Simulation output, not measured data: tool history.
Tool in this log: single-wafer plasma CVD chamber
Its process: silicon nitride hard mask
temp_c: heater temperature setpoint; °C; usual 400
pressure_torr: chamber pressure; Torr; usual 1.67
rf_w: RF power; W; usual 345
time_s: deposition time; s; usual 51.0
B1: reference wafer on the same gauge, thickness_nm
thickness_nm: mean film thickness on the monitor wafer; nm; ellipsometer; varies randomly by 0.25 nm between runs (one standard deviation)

Run 1, hour 0.0: usual settings but temp_c 389 °C; B1 68.218. Result: thickness_nm 58.922 nm.
At hour 23.8: RF generator calibrated.
Run 2, hour 44.6: usual settings but temp_c 389 °C; B1 68.235. Result: thickness_nm 58.999 nm.
Run 3, hour 63.5: usual settings; B1 68.193. Result: thickness_nm 59.262 nm.
At hour 68.9: gauge calibrated.
Run 4, hour 79.0: usual settings; B1 68.171. Result: thickness_nm 58.808 nm.
Run 5, hour 99.4: usual settings; B1 68.148. Result: thickness_nm 58.669 nm.
Run 6, hour 112.6: usual settings; B1 68.253. Result: thickness_nm 58.538 nm.
Run 7, hour 135.2: usual settings but temp_c 393 °C, pressure_torr 1.92 Torr, rf_w 325 W, time_s 44.6 s; B1 68.221. Result: thickness_nm 52.285 nm.
At hour 171.0: showerhead replaced.
Run 8, hour 171.5: usual settings but pressure_torr 1.87 Torr, time_s 48.2 s; B1 68.252. Result: thickness_nm 57.493 nm.
Run 9, hour 184.8: usual settings but temp_c 395 °C, pressure_torr 1.97 Torr, rf_w 290 W, time_s 45.3 s; B1 68.260. Result: thickness_nm 49.629 nm.
Run 10, hour 201.9: usual settings; B1 68.327. Result: thickness_nm 58.371 nm.
Run 11, hour 229.7: usual settings but temp_c 390 °C, pressure_torr 1.35 Torr, rf_w 290 W, time_s 44.6 s; B1 68.254. Result: thickness_nm 44.601 nm.
Run 12, hour 261.1: usual settings; B1 68.245. Result: thickness_nm 58.664 nm.
Run 13, hour 285.6: usual settings; B1 68.255. Result: thickness_nm 58.757 nm.
Run 14, hour 302.8: usual settings but pressure_torr 1.93 Torr; B1 68.198. Result: thickness_nm 61.696 nm.
Run 15, hour 330.8: usual settings but temp_c 408 °C, rf_w 305 W; B1 68.225. Result: thickness_nm 54.876 nm.
Run 16, hour 349.7: usual settings but temp_c 407 °C, pressure_torr 1.35 Torr, rf_w 375 W; B1 68.194. Result: thickness_nm 57.300 nm.
Run 17, hour 371.6: usual settings but time_s 45.2 s; B1 68.208. Result: thickness_nm 52.403 nm.
Run 18, hour 397.7: usual settings but temp_c 409 °C, pressure_torr 2.00 Torr; B1 68.178. Result: thickness_nm 61.212 nm.
Run 19, hour 422.5: usual settings but pressure_torr 1.51 Torr, rf_w 390 W, time_s 46.0 s; B1 68.198. Result: thickness_nm 54.724 nm.
Run 20, hour 443.2: usual settings but rf_w 310 W, time_s 60.9 s; B1 68.190. Result: thickness_nm 66.422 nm.
Run 21, hour 473.8: usual settings; B1 68.210. Result: thickness_nm 59.098 nm.
Run 22, hour 500.3: usual settings but time_s 53.7 s; B1 68.132. Result: thickness_nm 61.495 nm.
Run 23, hour 525.4: usual settings but temp_c 409 °C; B1 68.287. Result: thickness_nm 58.183 nm.
Run 24, hour 555.3: usual settings but temp_c 407 °C, pressure_torr 1.78 Torr, rf_w 365 W; B1 68.164. Result: thickness_nm 61.007 nm.
Run 25, hour 571.0: usual settings but rf_w 395 W; B1 68.229. Result: thickness_nm 63.205 nm.

Run 26, settings as shown, results not yet in. Your forecast:
Run 26, hour 604.3: usual settings; B1 ?. Result: thickness_nm ?.

{"run 26": {"B1": 68.156, "thickness_nm": 58.958}}
With no hidden state in the tool, this same run would have given thickness_nm 58.958 nm.
